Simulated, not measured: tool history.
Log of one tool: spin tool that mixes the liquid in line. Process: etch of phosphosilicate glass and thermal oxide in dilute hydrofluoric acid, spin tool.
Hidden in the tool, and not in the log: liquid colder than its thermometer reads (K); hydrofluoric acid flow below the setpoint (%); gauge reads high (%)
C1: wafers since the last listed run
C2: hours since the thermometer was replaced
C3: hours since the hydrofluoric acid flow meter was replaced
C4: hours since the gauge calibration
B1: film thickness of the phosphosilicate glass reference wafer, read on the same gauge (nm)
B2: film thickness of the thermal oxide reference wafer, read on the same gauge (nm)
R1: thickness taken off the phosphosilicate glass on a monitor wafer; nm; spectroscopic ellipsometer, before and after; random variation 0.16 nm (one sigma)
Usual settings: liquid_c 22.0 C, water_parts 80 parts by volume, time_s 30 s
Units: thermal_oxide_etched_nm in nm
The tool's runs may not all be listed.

{"run": 1, "hour": 0.0, "liquid_c": 22.0, "water_parts": 80, "time_s": 30, "C1": 0, "C2": 1453.1, "C3": 1544.6, "C4": 344.8, "B1": 130.0, "B2": 49.995, "R1": 28.85, "thermal_oxide_etched_nm": 1.47}
{"run": 2, "hour": 11.3, "liquid_c": 22.0, "water_parts": 80, "time_s": 30, "C1": 186, "C2": 1464.4, "C3": 1555.9, "C4": 356.1, "B1": 130.03, "B2": 50.066, "R1": 29.05, "thermal_oxide_etched_nm": 1.47}
{"run": 3, "hour": 22.0, "liquid_c": 22.0, "water_parts": 80, "time_s": 30, "C1": 177, "C2": 1475.1, "C3": 1566.6, "C4": 366.8, "B1": 130.01, "B2": 49.949, "R1": 29.06, "thermal_oxide_etched_nm": 1.476}
{"run": 4, "hour": 37.7, "liquid_c": 22.0, "water_parts": 80, "time_s": 30, "C1": 259, "C2": 1490.8, "C3": 1582.3, "C4": 382.5, "B1": 130.02, "B2": 49.981, "R1": 29.05, "thermal_oxide_etched_nm": 1.446}
{"run": 5, "hour": 47.6, "liquid_c": 22.0, "water_parts": 50, "time_s": 30, "C1": 163, "C2": 1500.7, "C3": 1592.2, "C4": 392.4, "B1": 129.99, "B2": 49.974, "R1": 48.34, "thermal_oxide_etched_nm": 2.336}
{"hour": 59.0, "done": "gauge calibrated"}
{"run": 6, "hour": 61.1, "liquid_c": 22.0, "water_parts": 50, "time_s": 30, "C1": 223, "C2": 1514.2, "C3": 1605.7, "C4": 2.1, "B1": 129.99, "B2": 49.951, "R1": 48.28, "thermal_oxide_etched_nm": 2.453}
{"run": 7, "hour": 72.7, "liquid_c": 22.0, "water_parts": 80, "time_s": 35, "C1": 191, "C2": 1525.8, "C3": 1617.3, "C4": 13.7, "B1": 130.04, "B2": 49.938, "R1": 33.72, "thermal_oxide_etched_nm": 1.666}
{"run": 8, "hour": 89.7, "liquid_c": 22.0, "water_parts": 80, "time_s": 35, "C1": 281, "C2": 1542.8, "C3": 1634.3, "C4": 30.7, "B1": 129.98, "B2": 49.96, "R1": 33.49, "thermal_oxide_etched_nm": 1.75}
{"hour": 100.8, "done": "thermometer replaced"}
{"run": 9, "hour": 102.3, "liquid_c": 22.0, "water_parts": 80, "time_s": 35, "C1": 191, "C2": 1.5, "C3": 1646.9, "C4": 43.3, "B1": 129.99, "B2": 49.998, "R1": 33.49, "thermal_oxide_etched_nm": 1.673}
{"run": 10, "hour": 116.0, "liquid_c": 22.0, "water_parts": 80, "time_s": 30, "C1": 226, "C2": 15.2, "C3": 1660.6, "C4": 57.0, "B1": 130.01, "B2": 50.005, "R1": 28.52, "thermal_oxide_etched_nm": 1.432}
{"run": 11, "hour": 132.2, "liquid_c": 22.0, "water_parts": 80, "time_s": 30, "C1": 268, "C2": 31.4, "C3": 1676.8, "C4": 73.2, "B1": 129.96, "B2": 49.957, "R1": 28.98, "thermal_oxide_etched_nm": 1.453}
{"run": 12, "hour": 146.2, "liquid_c": 22.0, "water_parts": 80, "time_s": 30, "C1": 231, "C2": 45.4, "C3": 1690.8, "C4": 87.2, "B1": 129.99, "B2": 49.988, "R1": 28.59, "thermal_oxide_etched_nm": 1.508}
{"run": 13, "hour": 156.2, "liquid_c": 23.5, "water_parts": 80, "time_s": 30, "C1": 165, "C2": 55.4, "C3": 1700.8, "C4": 97.2, "B1": 130.0, "B2": 50.013, "R1": 30.4, "thermal_oxide_etched_nm": 1.589}
{"run": 14, "hour": 165.0, "liquid_c": 22.0, "water_parts": 105, "time_s": 40, "C1": 145, "C2": 64.2, "C3": 1709.6, "C4": 106.0, "B1": 130.02, "B2": 50.005, "R1": 28.19, "thermal_oxide_etched_nm": 1.461}
{"run": 15, "hour": 181.0, "liquid_c": 20.5, "water_parts": 115, "time_s": 15, "C1": 264, "C2": 80.2, "C3": 1725.6, "C4": 122.0, "B1": 129.97, "B2": 49.979, "R1": 8.91, "thermal_oxide_etched_nm": 0.442}
{"run": 16, "hour": 189.1, "liquid_c": 24.5, "water_parts": 110, "time_s": 15, "C1": 134, "C2": 88.3, "C3": 1733.7, "C4": 130.1, "B1": 130.0, "B2": 49.949, "R1": 11.01, "thermal_oxide_etched_nm": 0.571}
{"run": 17, "hour": 199.1, "liquid_c": 24.0, "water_parts": 80, "time_s": 30, "C1": 165, "C2": 98.3, "C3": 1743.7, "C4": 140.1, "B1": 130.0, "B2": 50.018, "R1": 30.84, "thermal_oxide_etched_nm": 1.557}
{"hour": 203.5, "done": "hydrofluoric acid flow meter replaced"}
{"run": 18, "hour": 209.2, "liquid_c": 22.0, "water_parts": 80, "time_s": 30, "C1": 150, "C2": 108.4, "C3": 5.7, "C4": 150.2, "B1": 129.99, "B2": 49.977, "R1": 33.42, "thermal_oxide_etched_nm": 1.68}
{"run": 19, "hour": 223.0, "liquid_c": 22.0, "water_parts": 80, "time_s": 15, "C1": 228, "C2": 122.2, "C3": 19.5, "C4": 164.0, "B1": 130.0, "B2": 50.027, "R1": 16.56, "thermal_oxide_etched_nm": 0.85}
{"run": 20, "hour": 240.5, "liquid_c": 25.5, "water_parts": 80, "time_s": 30, "C1": 289, "C2": 139.7, "C3": 37.0, "C4": 181.5, "B1": 129.99, "B2": 50.02, "R1": 38.15, "thermal_oxide_etched_nm": 1.93}
{"run": 21, "hour": 251.1, "liquid_c": 22.0, "water_parts": 80, "time_s": 30, "C1": 175, "C2": 150.3, "C3": 47.6, "C4": 192.1, "B1": 130.02, "B2": 49.949, "R1": 33.26, "thermal_oxide_etched_nm": 1.706}
{"run": 22, "hour": 264.9, "liquid_c": 22.0, "water_parts": 80, "time_s": 30, "C1": 228, "C2": 164.1, "C3": 61.4, "C4": 205.9, "B1": 129.97, "B2": 49.962, "R1": 33.11, "thermal_oxide_etched_nm": 1.723}
{"run": 23, "hour": 272.8, "liquid_c": 24.0, "water_parts": 95, "time_s": 30, "C1": 130, "C2": 172.0, "C3": 69.3, "C4": 213.8, "B1": 129.99, "B2": 49.988, "R1": 29.48, "thermal_oxide_etched_nm": 1.548}
{"run": 24, "hour": 284.3, "liquid_c": 22.0, "water_parts": 80, "time_s": 50, "C1": 190, "C2": 183.5, "C3": 80.8, "C4": 225.3, "B1": 130.0, "B2": 50.007, "R1": 55.19, "thermal_oxide_etched_nm": 2.888}
{"run": 25, "hour": 291.9, "liquid_c": 22.0, "water_parts": 80, "time_s": 30, "C1": 125, "C2": 191.1, "C3": 88.4, "C4": 232.9, "B1": 130.04, "B2": 49.971, "R1": 33.18, "thermal_oxide_etched_nm": 1.633}
{"run": 26, "hour": 303.5, "liquid_c": 27.0, "water_parts": 80, "time_s": 20, "C1": 191, "C2": 202.7, "C3": 100.0, "C4": 244.5, "B1": 129.99, "B2": 49.997, "R1": 26.74, "thermal_oxide_etched_nm": 1.339}
{"run": 27, "hour": 331.4, "liquid_c": 19.5, "water_parts": 60, "time_s": 30, "C1": 461, "C2": 230.6, "C3": 127.9, "C4": 272.4, "B1": 130.02, "B2": 50.015, "R1": 40.65, "thermal_oxide_etched_nm": 2.085}

Some steps in R1 between neighbouring runs. How much of each would the tool show without its hidden state too (settings, what came in, random variation), and how much is left for the hidden state, with any gauge scatter that isn't in both results?
Run 16 -> 17: liquid_c 24.5 -> 24.0, water_parts 110 -> 80, time_s 15 -> 30. R1 +19.83 nm: hidden state -3.50, all else +23.33.
Run 17 -> 18: liquid_c 24.0 -> 22.0, hydrofluoric acid flow meter replaced. R1 +2.58 nm: hidden state +5.15, all else -2.57.
Run 23 -> 24: liquid_c 24.0 -> 22.0, water_parts 95 -> 80, time_s 30 -> 50. R1 +25.71 nm: hidden state -0.46, all else +26.17.
Run 24 -> 25: time_s 50 -> 30. R1 -22.01 nm: hidden state +0.35, all else -22.36.
